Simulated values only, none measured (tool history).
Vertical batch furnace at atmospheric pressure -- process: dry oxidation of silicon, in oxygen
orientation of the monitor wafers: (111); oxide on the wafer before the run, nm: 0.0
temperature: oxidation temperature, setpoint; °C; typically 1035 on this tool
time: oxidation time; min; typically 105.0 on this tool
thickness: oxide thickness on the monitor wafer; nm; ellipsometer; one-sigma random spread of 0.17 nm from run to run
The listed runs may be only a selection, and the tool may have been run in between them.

| run | hour | temperature | time | wafers since the last listed run | hours since the last temperature calibration | hours since the boat lift was adjusted | hours since the gauge calibration | read-back reference wafer on the same gauge, thickness | thickness |
|---|---|---|---|---|---|---|---|---|---|
| 1 | 0.0 | 1035 | 105.0 | 0 | 3536.0 | 4697.0 | 334.8 | 111.08 | 118.41 |
| 2 | 25.5 | 1035 | 78.5 | 339 | 3561.5 | 4722.5 | 360.3 | 111.04 | 98.56 |
| 3 | 54.7 | 1035 | 105.0 | 388 | 3590.7 | 4751.7 | 389.5 | 111.00 | 118.79 |
| 4 | 89.3 | 1035 | 105.0 | 460 | 3625.3 | 4786.3 | 424.1 | 110.91 | 118.80 |
| 5 | 113.4 | 1035 | 76.0 | 320 | 3649.4 | 4810.4 | 448.2 | 110.97 | 96.90 |
| 6 | 140.0 | 1035 | 76.0 | 353 | 3676.0 | 4837.0 | 474.8 | 111.03 | 97.15 |
| 7 | 153.2 | 1035 | 105.0 | 175 | 3689.2 | 4850.2 | 488.0 | 111.03 | 118.71 |
| 8 | 188.8 | 1035 | 105.0 | 473 | 3724.8 | 4885.8 | 523.6 | 111.01 | 118.26 |
| 9 | 212.9 | 1019 | 105.0 | 320 | 3748.9 | 4909.9 | 547.7 | 111.03 | 108.16 |
| 10 | 230.7 | 1019 | 105.0 | 236 | 3766.7 | 4927.7 | 565.5 | 111.03 | 108.24 |
| 11 | 247.5 | 1019 | 105.0 | 223 | 3783.5 | 4944.5 | 582.3 | 111.05 | 107.75 |
|  | 279.1 | gauge calibrated |
| 12 | 280.5 | 1047 | 105.0 | 439 | 3816.5 | 4977.5 | 1.4 | 110.92 | 127.37 |
| 13 | 314.9 | 1047 | 105.0 | 457 | 3850.9 | 5011.9 | 35.8 | 111.00 | 127.13 |
| 14 | 344.4 | 1047 | 105.0 | 392 | 3880.4 | 5041.4 | 65.3 | 110.93 | 127.47 |
| 15 | 373.5 | 1035 | 105.0 | 387 | 3909.5 | 5070.5 | 94.4 | 110.97 | 118.82 |
| 16 | 406.5 | 1035 | 105.0 | 439 | 3942.5 | 5103.5 | 127.4 | 110.99 | 118.84 |
|  | 436.9 | thermocouples replaced and temperature profile calibrated |
| 17 | 437.4 | 1052 | 134.5 | 91 | 0.5 | 5134.4 | 158.3 | 110.95 | 148.09 |
| 18 | 452.5 | 1043 | 74.0 | 200 | 15.6 | 5149.5 | 173.4 | 110.90 | 97.21 |
| 19 | 482.4 | 1035 | 151.0 | 397 | 45.5 | 5179.4 | 203.3 | 111.02 | 144.08 |
|  | 515.9 | boat lift adjusted |
| 20 | 516.4 | 1048 | 127.5 | 133 | 79.5 | 0.5 | 237.3 | 110.94 | 139.91 |
| 21 | 521.8 | 1035 | 124.0 | 71 | 84.9 | 5.9 | 242.7 | 111.02 | 127.62 |
| 22 | 537.3 | 1044 | 154.0 | 206 | 100.4 | 21.4 | 258.2 | 111.04 | 153.51 |
| 23 | 549.5 | 1012 | 73.0 | 162 | 112.6 | 33.6 | 270.4 | 111.06 | 79.29 |
| 24 | 584.3 | 1016 | 135.0 | 463 | 147.4 | 68.4 | 305.2 | 111.01 | 120.21 |
| 25 | 599.7 | 1021 | 142.5 | 204 | 162.8 | 83.8 | 320.6 | 110.98 | 128.28 |
| 26 | 627.7 | 1035 | 105.0 | 372 | 190.8 | 111.8 | 348.6 | 111.03 | 115.37 |
| 27 | 650.8 | 1035 | 105.0 | 307 | 213.9 | 134.9 | 371.7 | 110.97 | 115.49 |
| 28 | 685.9 | 1025 | 105.0 | 467 | 249.0 | 170.0 | 406.8 | 111.03 | 108.98 |
| 29 | 707.1 | 1050 | 67.0 | 282 | 270.2 | 191.2 | 428.0 | 111.03 | 94.97 |
| 30 | 719.6 | 1047 | 105.0 | 166 | 282.7 | 203.7 | 440.5 | 111.10 | 123.90 |
| 31 | 745.6 | 1044 | 90.5 | 345 | 308.7 | 229.7 | 466.5 | 110.99 | 111.08 |
| 32 | 780.9 | 1035 | 105.0 | 469 | 344.0 | 265.0 | 501.8 | 110.97 | 115.49 |
| 33 | 802.0 | 1023 | 135.0 | 280 | 365.1 | 286.1 | 522.9 | 110.98 | 125.84 |

Take each entry between the runs: how does the hidden state at the last listed run before it differ from the hidden state at the first listed run after it?
Runs 11 to 12: gauge calibrated (hour 279.1)
  true tube temperature minus thermocouple reading, K: 5.6 -> 5.65
  what was measured, less what the result would be without the hidden state, thickness: +3.79 -> +4.01 nm
Runs 16 to 17: thermocouples replaced and temperature profile calibrated (hour 436.9)
  true tube temperature minus thermocouple reading, K: 5.83 -> 0.585
  what was measured, less what the result would be without the hidden state, thickness: +3.91 -> +0.48 nm
Runs 19 to 20: boat lift adjusted (hour 515.9)
  true tube temperature minus thermocouple reading, K: 0.648 -> 0.696
  what was measured, less what the result would be without the hidden state, thickness: +0.53 -> +0.54 nm

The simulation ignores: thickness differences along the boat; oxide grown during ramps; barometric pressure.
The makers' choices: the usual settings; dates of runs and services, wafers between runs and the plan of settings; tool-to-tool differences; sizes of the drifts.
